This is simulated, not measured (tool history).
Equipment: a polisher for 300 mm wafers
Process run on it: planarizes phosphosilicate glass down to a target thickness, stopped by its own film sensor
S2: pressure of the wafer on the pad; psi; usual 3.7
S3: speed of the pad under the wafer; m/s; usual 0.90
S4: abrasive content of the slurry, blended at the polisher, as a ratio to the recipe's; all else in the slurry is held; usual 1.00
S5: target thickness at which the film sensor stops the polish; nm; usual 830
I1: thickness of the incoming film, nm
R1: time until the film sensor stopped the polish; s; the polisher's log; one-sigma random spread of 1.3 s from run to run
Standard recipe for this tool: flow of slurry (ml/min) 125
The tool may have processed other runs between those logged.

run 1 hour=0.0 | flow_of_slurry_(ml/min)=125 S2=3.7 S3=0.90 S4=1.00 S5=830 | I1=1431.6 | R1=74.1
-- hour=7.2 worn pad replaced by a new one
run 2 hour=20.3 | flow_of_slurry_(ml/min)=125 S2=3.7 S3=0.90 S4=1.00 S5=830 | I1=1408.3 | R1=68.6
run 3 hour=52.8 | flow_of_slurry_(ml/min)=125 S2=3.7 S3=0.90 S4=1.00 S5=830 | I1=1400.3 | R1=67.7
run 4 hour=66.0 | flow_of_slurry_(ml/min)=125 S2=3.7 S3=0.90 S4=1.00 S5=830 | I1=1423.5 | R1=71.5
run 5 hour=95.1 | flow_of_slurry_(ml/min)=125 S2=3.7 S3=0.90 S4=1.00 S5=830 | I1=1433.4 | R1=72.9
-- hour=112.0 worn pad replaced by a new one
run 6 hour=112.5 | flow_of_slurry_(ml/min)=125 S2=4.3 S3=0.90 S4=1.00 S5=830 | I1=1415.3 | R1=63.2
run 7 hour=175.8 | flow_of_slurry_(ml/min)=125 S2=4.3 S3=0.90 S4=1.00 S5=830 | I1=1430.4 | R1=65.1
-- hour=182.3 slurry blender recalibrated
run 8 hour=206.8 | flow_of_slurry_(ml/min)=125 S2=3.7 S3=0.90 S4=1.00 S5=830 | I1=1417.2 | R1=69.7
run 9 hour=224.1 | flow_of_slurry_(ml/min)=125 S2=3.7 S3=0.90 S4=1.00 S5=830 | I1=1402.0 | R1=67.0
-- hour=230.3 head pressure recalibrated
-- hour=232.9 conditioning disc replaced and pad reconditioned
-- hour=238.2 worn pad replaced by a new one
run 10 hour=253.2 | flow_of_slurry_(ml/min)=125 S2=3.7 S3=0.90 S4=1.00 S5=830 | I1=1429.2 | R1=71.4
run 11 hour=284.7 | flow_of_slurry_(ml/min)=125 S2=3.7 S3=0.90 S4=1.00 S5=830 | I1=1414.2 | R1=71.1
run 12 hour=301.3 | flow_of_slurry_(ml/min)=125 S2=3.7 S3=0.90 S4=1.00 S5=830 | I1=1437.6 | R1=74.3
-- hour=317.3 slurry nozzle cleaned
run 13 hour=324.9 | flow_of_slurry_(ml/min)=125 S2=4.3 S3=0.90 S4=1.00 S5=830 | I1=1394.3 | R1=61.1
run 14 hour=342.0 | flow_of_slurry_(ml/min)=155 S2=3.7 S3=0.90 S4=0.75 S5=830 | I1=1412.9 | R1=76.8
-- hour=370.3 worn pad replaced by a new one
run 15 hour=370.8 | flow_of_slurry_(ml/min)=125 S2=3.7 S3=0.90 S4=1.00 S5=830 | I1=1394.1 | R1=66.2
run 16 hour=402.0 | flow_of_slurry_(ml/min)=170 S2=3.7 S3=0.90 S4=1.00 S5=830 | I1=1405.1 | R1=65.3
run 17 hour=423.6 | flow_of_slurry_(ml/min)=85 S2=3.7 S3=0.90 S4=1.00 S5=938 | I1=1415.4 | R1=62.0
-- hour=431.3 conditioning disc replaced and pad reconditioned
run 18 hour=456.8 | flow_of_slurry_(ml/min)=125 S2=3.7 S3=0.90 S4=1.00 S5=830 | I1=1440.9 | R1=72.9
run 19 hour=491.5 | flow_of_slurry_(ml/min)=105 S2=3.7 S3=0.70 S4=0.85 S5=921 | I1=1417.9 | R1=79.8
-- hour=501.4 worn pad replaced by a new one
run 20 hour=512.2 | flow_of_slurry_(ml/min)=90 S2=2.5 S3=0.90 S4=1.00 S5=830 | I1=1403.0 | R1=94.1
run 21 hour=542.8 | flow_of_slurry_(ml/min)=125 S2=3.7 S3=0.90 S4=1.00 S5=1018 | I1=1394.1 | R1=44.9
-- hour=546.4 slurry blender recalibrated
run 22 hour=555.0 | flow_of_slurry_(ml/min)=125 S2=3.7 S3=0.90 S4=1.00 S5=830 | I1=1434.1 | R1=74.5
run 23 hour=573.6 | flow_of_slurry_(ml/min)=125 S2=3.7 S3=0.76 S4=1.00 S5=713 | I1=1412.8 | R1=96.3
run 24 hour=595.7 | flow_of_slurry_(ml/min)=125 S2=4.8 S3=0.70 S4=1.00 S5=830 | I1=1404.6 | R1=69.9

Alternative continuations, all from the tool just after run 24; predict every row:
run A hour=596.1 | flow_of_slurry_(ml/min)=125 S2=3.7 S3=0.90 S4=1.00 S5=997 | I1=1391.4 | R1=?
run B hour=596.1 | flow_of_slurry_(ml/min)=95 S2=4.9 S3=1.06 S4=0.70 S5=830 | I1=1391.4 | R1=?
run C hour=596.1 | flow_of_slurry_(ml/min)=95 S2=3.7 S3=0.62 S4=1.15 S5=903 | I1=1391.4 | R1=?
run D hour=596.1 | flow_of_slurry_(ml/min)=125 S2=3.7 S3=1.02 S4=1.00 S5=830 | I1=1391.4 | R1=?
run E hour=596.1 | flow_of_slurry_(ml/min)=155 S2=3.7 S3=0.90 S4=1.10 S5=830 | I1=1391.4 | R1=?

run=A R1=47.4
run=B R1=60.3
run=C R1=78.9
run=D R1=61.1
run=E R1=62.7
Without the tool's hidden state the same runs would have given:
run=A R1=47.4
run=B R1=60.3
run=C R1=78.9
run=D R1=61.1
run=E R1=62.7
